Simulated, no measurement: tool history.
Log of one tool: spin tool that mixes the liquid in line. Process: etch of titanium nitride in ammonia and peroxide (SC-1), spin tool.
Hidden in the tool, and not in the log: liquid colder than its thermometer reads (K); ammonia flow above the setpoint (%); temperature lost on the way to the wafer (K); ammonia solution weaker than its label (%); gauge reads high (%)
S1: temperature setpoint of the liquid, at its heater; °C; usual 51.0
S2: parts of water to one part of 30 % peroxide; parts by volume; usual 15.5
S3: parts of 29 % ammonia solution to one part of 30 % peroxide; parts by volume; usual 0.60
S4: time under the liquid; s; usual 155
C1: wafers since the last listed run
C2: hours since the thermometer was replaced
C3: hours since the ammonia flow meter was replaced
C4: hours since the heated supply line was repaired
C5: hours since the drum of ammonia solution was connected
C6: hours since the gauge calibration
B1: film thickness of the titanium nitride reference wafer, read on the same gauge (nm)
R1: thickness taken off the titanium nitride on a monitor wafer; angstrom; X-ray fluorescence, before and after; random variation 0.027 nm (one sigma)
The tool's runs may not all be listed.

| run | hour | S1 | S2 | S3 | S4 | C1 | C2 | C3 | C4 | C5 | C6 | B1 | R1 |
|---|---|---|---|---|---|---|---|---|---|---|---|---|---|
| 1 | 0.0 | 51.0 | 15.5 | 0.75 | 155 | 0 | 2234.4 | 1449.5 | 3957.1 | 487.9 | 330.8 | 142.05 | 58.7 |
| 2 | 27.0 | 51.0 | 15.5 | 0.75 | 155 | 195 | 2261.4 | 1476.5 | 3984.1 | 514.9 | 357.8 | 142.16 | 58.7 |
| 3 | 62.6 | 51.0 | 15.5 | 0.60 | 155 | 257 | 2297.0 | 1512.1 | 4019.7 | 550.5 | 393.4 | 142.36 | 56.2 |
| 4 | 95.0 | 51.0 | 15.5 | 0.60 | 155 | 234 | 2329.4 | 1544.5 | 4052.1 | 582.9 | 425.8 | 142.54 | 56.4 |
|  | 105.1 | thermometer replaced |
|  | 111.6 | ammonia flow meter replaced |
| 5 | 127.0 | 51.0 | 15.5 | 0.60 | 155 | 217 | 21.9 | 15.4 | 4084.1 | 614.9 | 457.8 | 142.69 | 56.8 |
| 6 | 161.6 | 51.0 | 15.5 | 0.60 | 155 | 250 | 56.5 | 50.0 | 4118.7 | 649.5 | 492.4 | 142.89 | 55.9 |
|  | 184.6 | heated supply line repaired |
| 7 | 196.1 | 51.0 | 15.5 | 0.60 | 155 | 242 | 91.0 | 84.5 | 11.5 | 684.0 | 526.9 | 143.02 | 56.3 |
| 8 | 223.6 | 51.0 | 15.5 | 0.60 | 155 | 199 | 118.5 | 112.0 | 39.0 | 711.5 | 554.4 | 143.16 | 56.5 |
| 9 | 245.4 | 51.0 | 15.5 | 0.60 | 155 | 157 | 140.3 | 133.8 | 60.8 | 733.3 | 576.2 | 143.32 | 56.6 |
| 10 | 277.6 | 45.5 | 15.5 | 0.60 | 155 | 233 | 172.5 | 166.0 | 93.0 | 765.5 | 608.4 | 143.46 | 38.6 |
| 11 | 292.7 | 51.0 | 15.5 | 0.60 | 155 | 109 | 187.6 | 181.1 | 108.1 | 780.6 | 623.5 | 143.55 | 57.1 |
|  | 331.5 | new drum of ammonia solution connected |
| 12 | 332.0 | 41.5 | 15.5 | 0.60 | 200 | 277 | 226.9 | 220.4 | 147.4 | 0.5 | 662.8 | 143.76 | 37.3 |
| 13 | 360.7 | 51.0 | 15.5 | 0.60 | 155 | 207 | 255.6 | 249.1 | 176.1 | 29.2 | 691.5 | 143.88 | 57.2 |
| 14 | 388.4 | 59.5 | 15.5 | 0.60 | 110 | 200 | 283.3 | 276.8 | 203.8 | 56.9 | 719.2 | 144.05 | 71.8 |
| 15 | 402.0 | 51.0 | 15.5 | 0.75 | 70 | 98 | 296.9 | 290.4 | 217.4 | 70.5 | 732.8 | 144.06 | 26.8 |
| 16 | 445.0 | 51.0 | 15.5 | 0.60 | 155 | 311 | 339.9 | 333.4 | 260.4 | 113.5 | 775.8 | 144.35 | 57.2 |
|  | 462.1 | gauge calibrated |
| 17 | 474.8 | 41.5 | 8.5 | 0.40 | 235 | 215 | 369.7 | 363.2 | 290.2 | 143.3 | 12.7 | 140.39 | 54.6 |
| 18 | 502.5 | 51.0 | 15.5 | 0.60 | 155 | 200 | 397.4 | 390.9 | 317.9 | 171.0 | 40.4 | 140.48 | 56.0 |
| 19 | 531.3 | 59.0 | 15.5 | 0.50 | 125 | 208 | 426.2 | 419.7 | 346.7 | 199.8 | 69.2 | 140.64 | 74.8 |
| 20 | 556.2 | 51.0 | 15.5 | 0.60 | 155 | 180 | 451.1 | 444.6 | 371.6 | 224.7 | 94.1 | 140.85 | 55.7 |
| 21 | 591.3 | 58.0 | 22.0 | 0.90 | 205 | 254 | 486.2 | 479.7 | 406.7 | 259.8 | 129.2 | 140.98 | 105.2 |
| 22 | 608.5 | 51.0 | 15.5 | 0.60 | 155 | 124 | 503.4 | 496.9 | 423.9 | 277.0 | 146.4 | 141.11 | 56.4 |
| 23 | 641.5 | 45.0 | 20.5 | 0.85 | 200 | 238 | 536.4 | 529.9 | 456.9 | 310.0 | 179.4 | 141.23 | 43.2 |
| 24 | 661.8 | 42.0 | 15.5 | 0.60 | 155 | 146 | 556.7 | 550.2 | 477.2 | 330.3 | 199.7 | 141.35 | 29.2 |

The tool's hidden state at each run:
liquid colder than its thermometer reads (K): 0 in every run
ammonia flow above the setpoint (%): 0 in every run
temperature lost on the way to the wafer (K): 0 in every run
ammonia solution weaker than its label (%): 0 in every run
H1: gauge reads high (%)
| run | H1 |
|---|---|
| 1 | 1.46 |
| 2 | 1.56 |
| 3 | 1.69 |
| 4 | 1.8 |
| 5 | 1.92 |
| 6 | 2.04 |
| 7 | 2.17 |
| 8 | 2.27 |
| 9 | 2.35 |
| 10 | 2.46 |
| 11 | 2.52 |
| 12 | 2.66 |
| 13 | 2.76 |
| 14 | 2.86 |
| 15 | 2.91 |
| 16 | 3.07 |
| 17 | 0.28 |
| 18 | 0.38 |
| 19 | 0.484 |
| 20 | 0.574 |
| 21 | 0.701 |
| 22 | 0.763 |
| 23 | 0.882 |
| 24 | 0.956 |
